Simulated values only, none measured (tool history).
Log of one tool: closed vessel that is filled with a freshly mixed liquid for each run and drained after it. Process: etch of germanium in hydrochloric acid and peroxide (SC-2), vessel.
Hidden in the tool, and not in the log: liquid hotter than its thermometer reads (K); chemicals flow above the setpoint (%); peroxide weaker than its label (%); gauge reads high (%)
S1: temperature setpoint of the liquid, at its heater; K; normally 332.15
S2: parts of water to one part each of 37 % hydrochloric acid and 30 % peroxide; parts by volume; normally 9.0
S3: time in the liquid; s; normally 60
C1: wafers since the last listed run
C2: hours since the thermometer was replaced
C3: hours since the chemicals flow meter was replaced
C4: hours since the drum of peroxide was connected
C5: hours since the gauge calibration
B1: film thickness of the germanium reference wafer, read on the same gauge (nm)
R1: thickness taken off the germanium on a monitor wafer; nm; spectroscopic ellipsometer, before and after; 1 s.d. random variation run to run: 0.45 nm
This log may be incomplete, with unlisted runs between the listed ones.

Run 1, day 0.000: usual settings but S3 40 s; C1 0; C2 519.1; C3 1801.8; C4 646.8; C5 769.8; B1 30.01. Result: R1 84.28 nm.
At day 3.012: chemicals flow meter replaced.
Run 2, day 3.592: usual settings but S3 40 s; C1 8556; C2 605.3; C3 13.9; C4 733.0; C5 856.0; B1 30.02. Result: R1 84.73 nm.
Run 3, day 7.754: usual settings; C1 10032; C2 705.2; C3 113.8; C4 832.9; C5 955.9; B1 30.02. Result: R1 128.87 nm.
Run 4, day 9.146: usual settings; C1 3354; C2 738.6; C3 147.2; C4 866.3; C5 989.3; B1 29.99. Result: R1 129.13 nm.
At day 9.275: gauge calibrated.
Run 5, day 10.050: usual settings; C1 2179; C2 760.3; C3 168.9; C4 888.0; C5 18.6; B1 29.99. Result: R1 128.82 nm.
Run 6, day 11.167: usual settings; C1 2691; C2 787.1; C3 195.7; C4 914.8; C5 45.4; B1 29.98. Result: R1 128.69 nm.
Run 7, day 12.633: usual settings but S1 324.65 K; C1 3534; C2 822.3; C3 230.9; C4 950.0; C5 80.6; B1 30.03. Result: R1 102.86 nm.
Run 8, day 13.325: usual settings but S1 324.65 K; C1 1667; C2 838.9; C3 247.5; C4 966.6; C5 97.2; B1 30.00. Result: R1 102.94 nm.
Run 9, day 13.962: usual settings but S2 7.0 parts by volume, S3 85 s; C1 1536; C2 854.2; C3 262.8; C4 981.9; C5 112.5; B1 30.01. Result: R1 187.63 nm.
Run 10, day 15.362: usual settings but S1 338.15 K; C1 3374; C2 887.8; C3 296.4; C4 1015.5; C5 146.1; B1 30.03. Result: R1 154.25 nm.
Run 11, day 16.317: usual settings; C1 2299; C2 910.7; C3 319.3; C4 1038.4; C5 169.0; B1 30.01. Result: R1 128.53 nm.
At day 16.583: new drum of peroxide connected.
At day 17.267: thermometer replaced.
Run 12, day 17.533: usual settings; C1 2731; C2 6.4; C3 348.5; C4 22.8; C5 198.2; B1 30.00. Result: R1 132.61 nm.
Run 13, day 18.992: usual settings; C1 3514; C2 41.4; C3 383.5; C4 57.8; C5 233.2; B1 29.98. Result: R1 133.68 nm.
Run 14, day 19.554: usual settings but S1 328.15 K; C1 1355; C2 54.9; C3 397.0; C4 71.3; C5 246.7; B1 29.99. Result: R1 118.52 nm.
Run 15, day 20.583: usual settings but S1 323.15 K, S2 10.5 parts by volume, S3 40 s; C1 2480; C2 79.6; C3 421.7; C4 96.0; C5 271.4; B1 29.99. Result: R1 67.10 nm.
Run 16, day 21.825: usual settings but S1 338.15 K, S3 70 s; C1 2992; C2 109.4; C3 451.5; C4 125.8; C5 301.2; B1 29.99. Result: R1 184.50 nm.
Run 17, day 22.617: usual settings but S1 339.65 K, S2 5.5 parts by volume, S3 85 s; C1 1908; C2 128.4; C3 470.5; C4 144.8; C5 320.2; B1 30.02. Result: R1 243.08 nm.
Run 18, day 23.433: usual settings but S2 5.0 parts by volume; C1 1968; C2 148.0; C3 490.1; C4 164.4; C5 339.8; B1 30.01. Result: R1 139.60 nm.
Run 19, day 24.054: usual settings; C1 1496; C2 162.9; C3 505.0; C4 179.3; C5 354.7; B1 29.97. Result: R1 134.36 nm.
Run 20, day 25.333: usual settings but S2 5.0 parts by volume, S3 30 s; C1 3083; C2 193.6; C3 535.7; C4 210.0; C5 385.4; B1 30.01. Result: R1 69.49 nm.
At day 25.646: thermometer replaced, repeated, since the last time left the tool worse.
Run 21, day 25.896: usual settings; C1 1255; C2 6.0; C3 549.2; C4 223.5; C5 398.9; B1 29.99. Result: R1 123.71 nm.
Run 22, day 26.767: usual settings but S2 8.0 parts by volume; C1 2098; C2 26.9; C3 570.1; C4 244.4; C5 419.8; B1 30.01. Result: R1 126.05 nm.

What does the tool deliver on the next run?
Run 23, day 28.246: usual settings but S1 328.65 K, S2 7.5 parts by volume, S3 70 s; C1 3565; C2 62.4; C3 605.6; C4 279.9; C5 455.3; B1 ?. Result: R1 ?.

Run 23 produced B1 29.95, R1 133.60 nm.
With no hidden state in the tool, this same run would have given R1 132.50 nm.
